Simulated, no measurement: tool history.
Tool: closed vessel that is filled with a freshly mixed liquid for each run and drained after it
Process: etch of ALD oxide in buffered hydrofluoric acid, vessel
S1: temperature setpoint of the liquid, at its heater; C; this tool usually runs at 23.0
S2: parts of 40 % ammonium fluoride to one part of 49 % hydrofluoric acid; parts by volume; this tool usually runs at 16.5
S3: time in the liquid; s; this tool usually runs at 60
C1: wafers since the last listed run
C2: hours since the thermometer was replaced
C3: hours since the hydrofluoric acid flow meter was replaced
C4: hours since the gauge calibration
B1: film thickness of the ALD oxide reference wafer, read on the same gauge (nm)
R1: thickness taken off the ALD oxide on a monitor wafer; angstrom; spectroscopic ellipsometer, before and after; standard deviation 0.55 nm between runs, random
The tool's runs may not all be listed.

| run | hour | S1 | S2 | S3 | C1 | C2 | C3 | C4 | B1 | R1 |
|---|---|---|---|---|---|---|---|---|---|---|
| 1 | 0.0 | 21.0 | 16.5 | 60 | 0 | 1236.5 | 1577.5 | 849.6 | 60.02 | 660.2 |
| 2 | 205.2 | 23.0 | 12.5 | 85 | 21724 | 1441.7 | 1782.7 | 1054.8 | 60.04 | 1383.5 |
| 3 | 242.3 | 23.0 | 12.5 | 85 | 3927 | 1478.8 | 1819.8 | 1091.9 | 60.00 | 1398.9 |
| 4 | 281.3 | 23.0 | 16.5 | 50 | 4128 | 1517.8 | 1858.8 | 1130.9 | 60.00 | 619.2 |
| 5 | 322.6 | 23.0 | 16.5 | 50 | 4372 | 1559.1 | 1900.1 | 1172.2 | 60.01 | 624.7 |
| 6 | 377.4 | 23.0 | 16.5 | 60 | 5801 | 1613.9 | 1954.9 | 1227.0 | 59.98 | 747.9 |
| 7 | 442.7 | 23.0 | 16.5 | 60 | 6913 | 1679.2 | 2020.2 | 1292.3 | 59.98 | 750.7 |
| 8 | 467.1 | 23.0 | 16.5 | 60 | 2583 | 1703.6 | 2044.6 | 1316.7 | 59.98 | 757.0 |
| 9 | 619.7 | 23.0 | 16.5 | 60 | 16156 | 1856.2 | 2197.2 | 1469.3 | 60.02 | 753.4 |
| 10 | 650.8 | 23.0 | 16.5 | 60 | 3292 | 1887.3 | 2228.3 | 1500.4 | 60.02 | 754.9 |
|  | 672.4 | hydrofluoric acid flow meter replaced |
| 11 | 690.1 | 23.0 | 15.0 | 60 | 4054 | 1926.6 | 17.7 | 1539.7 | 60.03 | 831.2 |
|  | 726.6 | gauge calibrated |
| 12 | 739.5 | 23.0 | 15.0 | 60 | 5230 | 1976.0 | 67.1 | 12.9 | 60.03 | 841.1 |
| 13 | 764.8 | 23.0 | 11.5 | 45 | 2678 | 2001.3 | 92.4 | 38.2 | 59.98 | 806.6 |
| 14 | 918.7 | 23.0 | 11.5 | 45 | 16293 | 2155.2 | 246.3 | 192.1 | 60.02 | 807.2 |
|  | 957.1 | thermometer replaced |
| 15 | 972.5 | 23.0 | 16.5 | 85 | 5590 | 15.4 | 300.1 | 245.9 | 60.00 | 1168.7 |
| 16 | 1004.0 | 23.0 | 16.5 | 60 | 3334 | 46.9 | 331.6 | 277.4 | 59.96 | 819.8 |
| 17 | 1067.8 | 23.0 | 16.5 | 60 | 6754 | 110.7 | 395.4 | 341.2 | 60.04 | 826.7 |
| 18 | 1097.8 | 23.0 | 16.5 | 35 | 3176 | 140.7 | 425.4 | 371.2 | 60.02 | 485.2 |
| 19 | 1126.8 | 25.0 | 19.0 | 60 | 3070 | 169.7 | 454.4 | 400.2 | 60.01 | 801.0 |
| 20 | 1187.4 | 25.0 | 11.0 | 60 | 6415 | 230.3 | 515.0 | 460.8 | 60.00 | 1379.6 |
| 21 | 1211.6 | 21.5 | 21.0 | 35 | 2562 | 254.5 | 539.2 | 485.0 | 60.01 | 355.4 |
| 22 | 1238.2 | 23.0 | 13.0 | 30 | 2816 | 281.1 | 565.8 | 511.6 | 60.02 | 519.8 |
| 23 | 1279.7 | 21.0 | 13.0 | 60 | 4393 | 322.6 | 607.3 | 553.1 | 59.98 | 933.3 |
|  | 1291.6 | thermometer replaced, repeated, since the last time left the tool worse |
| 24 | 1346.5 | 26.0 | 18.5 | 75 | 6966 | 54.9 | 674.1 | 619.9 | 59.99 | 943.5 |
| 25 | 1380.9 | 19.5 | 22.5 | 30 | 3641 | 89.3 | 708.5 | 654.3 | 59.99 | 223.2 |

Each row is a separate what-if for the run after 25, all from the same tool condition, not one after another. Results?
| A | 1381.6 | 26.0 | 16.5 | 60 | 74 | 90.0 | 709.2 | 655.0 | ? | ? |
| B | 1381.6 | 23.0 | 22.0 | 60 | 74 | 90.0 | 709.2 | 655.0 | ? | ? |
| C | 1381.6 | 20.0 | 12.5 | 60 | 74 | 90.0 | 709.2 | 655.0 | ? | ? |

| run | B1 | R1 |
|---|---|---|
| A | 60.00 | 839.2 |
| B | 60.00 | 552.2 |
| C | 60.00 | 792.8 |
With the hidden condition removed and each run's random variation left untouched, the same runs would have given:
| run | R1 |
|---|---|
| A | 829.7 |
| B | 545.9 |
| C | 783.5 |

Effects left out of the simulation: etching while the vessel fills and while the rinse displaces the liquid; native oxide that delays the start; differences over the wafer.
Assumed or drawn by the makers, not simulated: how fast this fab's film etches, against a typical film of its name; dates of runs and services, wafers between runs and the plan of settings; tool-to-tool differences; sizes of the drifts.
